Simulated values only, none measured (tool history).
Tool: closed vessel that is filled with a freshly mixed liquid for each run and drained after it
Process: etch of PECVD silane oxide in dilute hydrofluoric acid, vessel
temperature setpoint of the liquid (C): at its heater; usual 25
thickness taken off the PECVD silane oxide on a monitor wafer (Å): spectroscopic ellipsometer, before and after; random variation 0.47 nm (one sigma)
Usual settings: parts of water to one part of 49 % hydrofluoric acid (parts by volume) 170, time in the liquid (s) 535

run    hour  temperature setpoint of the liquid (C)  parts of water to one part of 49 % hydrofluoric acid (parts by volume)  time in the liquid (s)  read-back film thickness of the PECVD silane oxide reference wafer, read on the same gauge (nm)  thickness taken off the PECVD silane oxide on a monitor wafer (Å)
  1       0                                      25                                                                     170                     535                                                                                            80.01                                                              464.5
  2    78.7                                      25                                                                     130                     535                                                                                            79.99                                                              630.9
  3   177.1                                      25                                                                     130                     535                                                                                               80                                                              627.8
  4   215.6                                      25                                                                     130                     535                                                                                            79.97                                                              623.3
  5   311.4                                      25                                                                     170                     445                                                                                            79.98                                                              381.2
  6   383.6                                      25                                                                     170                     535                                                                                            80.01                                                              456.5
  7   446.7                                      25                                                                     170                     535                                                                                               80                                                              457.5
  8   529.7                                      21                                                                     170                     535                                                                                            79.97                                                              398.7
  9   628.8                                      21                                                                     170                     535                                                                                            80.01                                                              393.4
 10   711.6                                      25                                                                     170                     535                                                                                               80                                                              453.3
 11   777.8                                      25                                                                     170                     535                                                                                            79.99                                                              455.8
 12   858.8                                      25                                                                     170                     535                                                                                            79.99                                                              448.9
 13     963                                      25                                                                     170                     535                                                                                               80                                                              456.7
 14  1011.9                                      25                                                                     105                     535                                                                                            79.99                                                              804.8
 15  1049.9                                      25                                                                     170                     535                                                                                            80.01                                                              454.1
 16  1263.8                                      25                                                                     170                     535                                                                                            79.99                                                              428.4
 17  1343.6                                      25                                                                     170                     535                                                                                            80.01                                                              476.4
 18  1381.9                                      25                                                                     170                     535                                                                                            79.97                                                              468.4
 19  1461.1                                      30                                                                     170                     535                                                                                            79.99                                                              575.2
 20  1546.3                                    23.5                                                                     220                     535                                                                                            80.01                                                              328.9
 21  1640.4                                    22.5                                                                     105                     780                                                                                            79.98                                                             1118.6
 22  1732.7                                      25                                                                     200                     280                                                                                            80.01                                                              206.1
 23  1823.2                                      30                                                                     170                     315                                                                                               80                                                              327.5
 24  1862.4                                      25                                                                     170                     535                                                                                            80.01                                                              468.1
 25  1902.9                                    20.5                                                                      85                     535                                                                                            80.01                                                              867.8
 26  1952.4                                      25                                                                     170                     535                                                                                            80.01                                                              471.3
 27  2018.2                                    28.5                                                                     145                     655                                                                                            79.98                                                              798.1
 28  2073.1                                    20.5                                                                     220                     840                                                                                            80.02                                                              460.8
 29  2119.8                                      25                                                                     195                     415                                                                                               80                                                              309.4
 30    2212                                      25                                                                     170                     535                                                                                               80                                                              479.9
 31  2251.8                                    21.5                                                                     170                     215                                                                                            80.02                                                              165.7
 32  2303.1                                      25                                                                     170                     535                                                                                            80.03                                                              471.6
 33  2359.4                                    26.5                                                                     170                     535                                                                                               80                                                              500.1

Not shown: 3 entries that the log had between the listed runs. Between which runs, and how does the tool's hidden state differ before and after?
Between runs 15 and 16: hydrofluoric acid flow meter replaced (hour 1182.1)
  liquid colder than its thermometer reads (K): 2.32 -> 2.56; hydrofluoric acid flow above the setpoint (%): 5.41 -> 0.466
  measured less the result without the state, thickness taken off the PECVD silane oxide on a monitor wafer (Å): -11.7 -> -41
Between runs 16 and 17: thermometer replaced (hour 1300.7)
  liquid colder than its thermometer reads (K): 2.56 -> 0.137; hydrofluoric acid flow above the setpoint (%): 0.466 -> 0.766
  measured less the result without the state, thickness taken off the PECVD silane oxide on a monitor wafer (Å): -41 -> +1.8
Between runs 18 and 19: gauge calibrated (hour 1438.5)
  liquid colder than its thermometer reads (K): 0.181 -> 0.27; hydrofluoric acid flow above the setpoint (%): 0.91 -> 1.21
  measured less the result without the state, thickness taken off the PECVD silane oxide on a monitor wafer (Å): +1.9 -> +2.9
